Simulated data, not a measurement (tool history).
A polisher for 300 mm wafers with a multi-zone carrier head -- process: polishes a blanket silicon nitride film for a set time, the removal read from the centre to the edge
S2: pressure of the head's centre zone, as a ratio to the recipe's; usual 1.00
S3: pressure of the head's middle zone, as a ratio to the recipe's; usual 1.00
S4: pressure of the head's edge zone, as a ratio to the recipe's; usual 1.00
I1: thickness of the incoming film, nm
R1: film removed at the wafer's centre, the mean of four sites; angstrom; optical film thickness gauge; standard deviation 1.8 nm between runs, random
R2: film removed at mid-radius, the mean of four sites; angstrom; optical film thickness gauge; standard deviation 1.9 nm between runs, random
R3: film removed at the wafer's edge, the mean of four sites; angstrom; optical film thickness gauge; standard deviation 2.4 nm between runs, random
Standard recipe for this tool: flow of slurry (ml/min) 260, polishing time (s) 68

run 1 hour=0.0 | flow_of_slurry_(ml/min)=260 S2=1.00 S3=1.00 S4=1.00 polishing_time_(s)=68 | I1=694.5 | R1=1853 R2=1862 R3=1816
-- hour=45.2 worn pad replaced by a new one
-- hour=45.5 carrier head's membrane replaced by a new one
run 2 hour=46.0 | flow_of_slurry_(ml/min)=260 S2=1.07 S3=1.00 S4=1.00 polishing_time_(s)=68 | I1=710.1 | R1=2006 R2=1825 R3=1786
-- hour=84.3 edge zone pressure recalibrated
run 3 hour=84.9 | flow_of_slurry_(ml/min)=260 S2=1.00 S3=1.00 S4=1.00 polishing_time_(s)=68 | I1=703.9 | R1=1856 R2=1824 R3=1799
run 4 hour=139.6 | flow_of_slurry_(ml/min)=260 S2=1.00 S3=1.00 S4=1.00 polishing_time_(s)=68 | I1=704.8 | R1=1854 R2=1845 R3=1841
run 5 hour=185.0 | flow_of_slurry_(ml/min)=260 S2=1.00 S3=1.00 S4=1.07 polishing_time_(s)=68 | I1=707.8 | R1=1867 R2=1842 R3=1891
run 6 hour=209.8 | flow_of_slurry_(ml/min)=260 S2=1.00 S3=1.00 S4=1.07 polishing_time_(s)=68 | I1=697.9 | R1=1880 R2=1850 R3=1868
run 7 hour=262.3 | flow_of_slurry_(ml/min)=260 S2=1.00 S3=1.04 S4=1.00 polishing_time_(s)=68 | I1=700.5 | R1=1865 R2=1957 R3=1870
-- hour=289.8 worn pad replaced by a new one
run 8 hour=332.8 | flow_of_slurry_(ml/min)=260 S2=1.00 S3=1.04 S4=1.00 polishing_time_(s)=68 | I1=708.7 | R1=1853 R2=1898 R3=1830
run 9 hour=370.0 | flow_of_slurry_(ml/min)=260 S2=1.00 S3=1.00 S4=1.00 polishing_time_(s)=68 | I1=704.7 | R1=1884 R2=1859 R3=1838
run 10 hour=425.3 | flow_of_slurry_(ml/min)=260 S2=1.00 S3=0.89 S4=1.00 polishing_time_(s)=68 | I1=705.7 | R1=1851 R2=1695 R3=1852
run 11 hour=470.8 | flow_of_slurry_(ml/min)=260 S2=1.00 S3=1.00 S4=1.00 polishing_time_(s)=68 | I1=700.6 | R1=1880 R2=1852 R3=1841
-- hour=500.2 slurry nozzle cleaned
run 12 hour=532.1 | flow_of_slurry_(ml/min)=335 S2=1.00 S3=1.00 S4=1.04 polishing_time_(s)=68 | I1=699.3 | R1=1909 R2=1897 R3=1873
-- hour=537.1 worn pad replaced by a new one
run 13 hour=590.6 | flow_of_slurry_(ml/min)=260 S2=1.00 S3=1.00 S4=1.00 polishing_time_(s)=88 | I1=703.7 | R1=2393 R2=2395 R3=2398
run 14 hour=638.5 | flow_of_slurry_(ml/min)=260 S2=1.00 S3=1.00 S4=1.00 polishing_time_(s)=68 | I1=698.1 | R1=1851 R2=1833 R3=1802
run 15 hour=685.1 | flow_of_slurry_(ml/min)=290 S2=1.00 S3=0.92 S4=1.07 polishing_time_(s)=87 | I1=686.4 | R1=2398 R2=2266 R3=2447
run 16 hour=710.7 | flow_of_slurry_(ml/min)=260 S2=1.00 S3=1.06 S4=1.00 polishing_time_(s)=68 | I1=699.8 | R1=1851 R2=1929 R3=1811
-- hour=736.4 carrier head's membrane replaced by a new one
-- hour=738.8 edge zone pressure recalibrated
-- hour=758.3 worn pad replaced by a new one
run 17 hour=763.9 | flow_of_slurry_(ml/min)=260 S2=1.00 S3=1.00 S4=0.96 polishing_time_(s)=91 | I1=697.7 | R1=2505 R2=2455 R3=2424
-- hour=779.5 centre zone pressure recalibrated
run 18 hour=813.0 | flow_of_slurry_(ml/min)=260 S2=1.00 S3=1.00 S4=0.89 polishing_time_(s)=76 | I1=688.1 | R1=2049 R2=2078 R3=1960
run 19 hour=870.0 | flow_of_slurry_(ml/min)=260 S2=0.91 S3=1.11 S4=1.04 polishing_time_(s)=76 | I1=707.3 | R1=1899 R2=2275 R3=2081
run 20 hour=907.9 | flow_of_slurry_(ml/min)=260 S2=0.96 S3=1.00 S4=0.92 polishing_time_(s)=45 | I1=703.2 | R1=1182 R2=1256 R3=1157
run 21 hour=945.6 | flow_of_slurry_(ml/min)=260 S2=0.96 S3=1.00 S4=1.06 polishing_time_(s)=68 | I1=701.3 | R1=1802 R2=1860 R3=1911
-- hour=982.2 worn pad replaced by a new one
run 22 hour=993.2 | flow_of_slurry_(ml/min)=175 S2=1.00 S3=1.00 S4=0.94 polishing_time_(s)=88 | I1=693.2 | R1=2362 R2=2324 R3=2234
run 23 hour=1017.9 | flow_of_slurry_(ml/min)=260 S2=1.00 S3=1.00 S4=0.96 polishing_time_(s)=57 | I1=697.2 | R1=1574 R2=1567 R3=1510

What if the next run were any one of these 3? Each begins from the tool's condition after run 23:
run A hour=1018.3 | flow_of_slurry_(ml/min)=260 S2=1.00 S3=1.00 S4=1.04 polishing_time_(s)=68 | I1=712.3 | R1=? R2=? R3=?
run B hour=1018.3 | flow_of_slurry_(ml/min)=185 S2=1.00 S3=0.91 S4=1.00 polishing_time_(s)=68 | I1=712.3 | R1=? R2=? R3=?
run C hour=1018.3 | flow_of_slurry_(ml/min)=260 S2=1.08 S3=1.00 S4=0.90 polishing_time_(s)=68 | I1=712.3 | R1=? R2=? R3=?

run=A R1=1873 R2=1848 R3=1866
run=B R1=1822 R2=1668 R3=1805
run=C R1=2024 R2=1848 R3=1759
Had the tool no hidden state, the same runs would have come out as:
run=A R1=1873 R2=1848 R3=1866
run=B R1=1822 R2=1668 R3=1805
run=C R1=2024 R2=1848 R3=1759
